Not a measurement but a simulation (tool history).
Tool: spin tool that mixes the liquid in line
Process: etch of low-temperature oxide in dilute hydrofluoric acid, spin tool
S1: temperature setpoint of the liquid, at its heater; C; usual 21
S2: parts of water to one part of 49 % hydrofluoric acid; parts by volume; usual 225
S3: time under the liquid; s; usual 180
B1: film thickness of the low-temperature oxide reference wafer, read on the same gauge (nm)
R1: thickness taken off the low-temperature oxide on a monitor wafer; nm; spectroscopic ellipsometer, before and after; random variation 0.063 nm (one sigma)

run	hour	S1	S2	S3	B1	R1
1	0	21	300	180	29.95	4.52
2	10	21	300	180	29.96	4.52
3	26.9	21	225	180	30.02	6.41
4	44.8	21	225	180	29.99	6.5
5	60.4	21	225	180	29.96	6.47
6	91.8	21	225	180	30.02	6.5
# hour 102.6: gauge calibrated
# hour 106.6: hydrofluoric acid flow meter replaced
7	107.1	21	255	180	29.96	5.44
8	123.2	21	255	180	30.04	5.54
# hour 134.6: thermometer replaced
9	137.4	21	255	180	30	5.59

Run 10 comes next. What will it give?
10	154.8	21	165	180	?	?

B1: 30
R1: 9.2 nm
Without the tool's hidden state the same run would have given R1 9.2 nm.
